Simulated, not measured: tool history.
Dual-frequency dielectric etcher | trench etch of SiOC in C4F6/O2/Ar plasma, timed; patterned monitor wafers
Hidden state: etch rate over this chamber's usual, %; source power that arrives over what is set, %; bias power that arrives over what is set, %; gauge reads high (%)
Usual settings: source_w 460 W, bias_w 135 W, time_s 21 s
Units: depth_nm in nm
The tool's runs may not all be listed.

run	hour	source_w	bias_w	time_s	wafers since the last listed run	hours since the last wet clean	hours since the last source power generator calibration	hours since the last bias power generator calibration	hours since the last upper electrode change	hours since the gauge calibration	read-back reference wafer on the same gauge, depth_nm	depth_nm
1	0	460	135	21	0	110.2	2273	1570.5	2131.9	34.9	45.17	48.13
2	28	460	135	21	306	138.2	2301	1598.5	2159.9	62.9	45.22	48.11
3	52.8	460	135	21	271	163	2325.8	1623.3	2184.7	87.7	45.27	48.29
4	118.4	460	135	21	716	228.6	2391.4	1688.9	2250.3	153.3	45.22	47.9
5	182.9	460	135	21	704	293.1	2455.9	1753.4	2314.8	217.8	45.24	48.12
6	246.7	460	154	21	697	356.9	2519.7	1817.2	2378.6	281.6	45.21	50.43
7	304.3	460	135	16	629	414.5	2577.3	1874.8	2436.2	339.2	45.22	36.74
# hour 359.6: wet clean of the chamber
8	360.1	460	135	16	347	0.5	2633.1	1930.6	2492	395	45.15	36.69
9	364.9	460	135	25	52	5.3	2637.9	1935.4	2496.8	399.8	45.19	57.16
10	412.9	460	135	25	524	53.3	2685.9	1983.4	2544.8	447.8	45.21	57.16
# hour 431.9: source power generator calibrated
11	460.7	460	135	21	478	101.1	28.8	2031.2	2592.6	495.6	45.2	47.86
12	509.6	460	135	21	534	150	77.7	2080.1	2641.5	544.5	45.18	47.81
13	548.5	460	135	21	425	188.9	116.6	2119	2680.4	583.4	45.17	48.34
14	582	460	135	23	366	222.4	150.1	2152.5	2713.9	616.9	45.22	52.16
15	647.1	460	135	21	711	287.5	215.2	2217.6	2779	682	45.24	48.47
16	709.7	420	163	24.5	684	350.1	277.8	2280.2	2841.6	744.6	45.21	59.14
# hour 758.2: upper electrode replaced
17	758.7	340	135	21	273	399.1	326.8	2329.2	0.5	793.6	45.21	44.26
18	799.8	460	135	21	449	440.2	367.9	2370.3	41.6	834.7	45.17	47.73
# hour 855: wet clean of the chamber
19	855.5	410	117	21	346	0.5	423.6	2426	97.3	890.4	45.23	44.09
20	908.7	410	117	21	581	53.7	476.8	2479.2	150.5	943.6	45.18	44.09
21	973.5	540	145	15.5	708	118.5	541.6	2544	215.3	1008.4	45.19	37.98
22	1067.5	460	114	21	1027	212.5	635.6	2638	309.3	1102.4	45.2	44.97
# hour 1096.8: bias power generator calibrated
# hour 1118.8: gauge calibrated
23	1126.6	460	124	26	602	271.6	694.7	29.8	368.4	7.8	45.17	57.52
24	1160.8	460	135	14.5	373	305.8	728.9	64	402.6	42	45.13	33.28
25	1224.6	460	135	21	697	369.6	792.7	127.8	466.4	105.8	45.27	48.44
26	1261	400	135	21	397	406	829.1	164.2	502.8	142.2	45.21	45.99
27	1326.9	380	135	21	720	471.9	895	230.1	568.7	208.1	45.25	45.75

Forecast run 28:
# hour 1354.2: wet clean of the chamber
28	1478	430	135	21	1389	123.8	1046.1	381.2	719.8	359.2	?	?

{"run 28": {"read-back reference wafer on the same gauge, depth_nm": 45.2, "depth_nm": 47.17}}
Without the tool's hidden state the same run would have given depth_nm 47.17 nm.

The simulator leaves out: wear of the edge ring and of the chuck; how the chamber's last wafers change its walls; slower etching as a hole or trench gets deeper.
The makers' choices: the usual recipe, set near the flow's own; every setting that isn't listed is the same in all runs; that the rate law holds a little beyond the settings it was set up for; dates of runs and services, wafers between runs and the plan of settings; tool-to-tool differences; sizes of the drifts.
